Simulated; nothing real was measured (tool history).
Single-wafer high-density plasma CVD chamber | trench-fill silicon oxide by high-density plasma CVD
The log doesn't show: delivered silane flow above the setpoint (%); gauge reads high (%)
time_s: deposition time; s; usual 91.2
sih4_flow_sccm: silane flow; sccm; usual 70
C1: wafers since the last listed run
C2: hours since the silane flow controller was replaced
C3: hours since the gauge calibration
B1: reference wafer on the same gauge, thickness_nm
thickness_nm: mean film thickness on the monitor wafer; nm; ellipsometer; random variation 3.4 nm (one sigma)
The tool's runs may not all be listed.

run 1 hour=0.0 | time_s=91.2 sih4_flow_sccm=70 | C1=0 C2=3012.6 C3=249.0 | B1=739.029 | thickness_nm=625.098
run 2 hour=44.0 | time_s=91.2 sih4_flow_sccm=70 | C1=586 C2=3056.6 C3=293.0 | B1=739.174 | thickness_nm=622.307
run 3 hour=103.6 | time_s=91.2 sih4_flow_sccm=70 | C1=795 C2=3116.2 C3=352.6 | B1=739.431 | thickness_nm=621.826
run 4 hour=142.0 | time_s=91.2 sih4_flow_sccm=70 | C1=512 C2=3154.6 C3=391.0 | B1=740.186 | thickness_nm=622.558
run 5 hour=240.1 | time_s=91.2 sih4_flow_sccm=70 | C1=1308 C2=3252.7 C3=489.1 | B1=739.103 | thickness_nm=615.467
run 6 hour=310.4 | time_s=81.5 sih4_flow_sccm=70 | C1=937 C2=3323.0 C3=559.4 | B1=739.336 | thickness_nm=553.788
run 7 hour=372.3 | time_s=81.5 sih4_flow_sccm=70 | C1=825 C2=3384.9 C3=621.3 | B1=739.100 | thickness_nm=549.890
run 8 hour=439.3 | time_s=91.2 sih4_flow_sccm=63 | C1=893 C2=3451.9 C3=688.3 | B1=739.234 | thickness_nm=559.500
run 9 hour=503.6 | time_s=91.2 sih4_flow_sccm=64 | C1=857 C2=3516.2 C3=752.6 | B1=739.047 | thickness_nm=574.626
run 10 hour=575.4 | time_s=91.2 sih4_flow_sccm=64 | C1=957 C2=3588.0 C3=824.4 | B1=739.318 | thickness_nm=566.220
run 11 hour=618.5 | time_s=96.8 sih4_flow_sccm=65 | C1=574 C2=3631.1 C3=867.5 | B1=739.159 | thickness_nm=610.986
-- hour=672.3 silane flow controller replaced
run 12 hour=702.9 | time_s=108.0 sih4_flow_sccm=61 | C1=1019 C2=30.6 C3=951.9 | B1=738.959 | thickness_nm=634.568
run 13 hour=774.4 | time_s=75.5 sih4_flow_sccm=81 | C1=953 C2=102.1 C3=1023.4 | B1=739.235 | thickness_nm=597.743
run 14 hour=814.4 | time_s=73.8 sih4_flow_sccm=58 | C1=533 C2=142.1 C3=1063.4 | B1=738.966 | thickness_nm=418.231
-- hour=887.8 gauge calibrated
run 15 hour=1058.5 | time_s=81.5 sih4_flow_sccm=70 | C1=3256 C2=386.2 C3=170.7 | B1=738.577 | thickness_nm=553.715
run 16 hour=1126.8 | time_s=91.2 sih4_flow_sccm=81 | C1=911 C2=454.5 C3=239.0 | B1=739.645 | thickness_nm=716.485
run 17 hour=1166.9 | time_s=91.2 sih4_flow_sccm=70 | C1=534 C2=494.6 C3=279.1 | B1=739.121 | thickness_nm=615.369
run 18 hour=1204.6 | time_s=106.0 sih4_flow_sccm=62 | C1=502 C2=532.3 C3=316.8 | B1=737.806 | thickness_nm=635.065
run 19 hour=1293.0 | time_s=102.9 sih4_flow_sccm=79 | C1=1179 C2=620.7 C3=405.2 | B1=738.640 | thickness_nm=789.899
run 20 hour=1329.3 | time_s=80.3 sih4_flow_sccm=61 | C1=484 C2=657.0 C3=441.5 | B1=738.808 | thickness_nm=475.898

3 ways to go on from here, each from the tool as it stands after run 20. What would each give?
run A hour=1329.7 | time_s=91.2 sih4_flow_sccm=70 | C1=5 C2=657.4 C3=441.9 | B1=? | thickness_nm=?
run B hour=1329.7 | time_s=85.1 sih4_flow_sccm=70 | C1=5 C2=657.4 C3=441.9 | B1=? | thickness_nm=?
run C hour=1329.7 | time_s=97.2 sih4_flow_sccm=58 | C1=5 C2=657.4 C3=441.9 | B1=? | thickness_nm=?

run=A B1=738.767 thickness_nm=612.521
run=B B1=738.767 thickness_nm=571.552
run=C B1=738.767 thickness_nm=540.907
Without the tool's hidden state the same runs would have given:
run=A thickness_nm=612.521
run=B thickness_nm=571.552
run=C thickness_nm=540.907
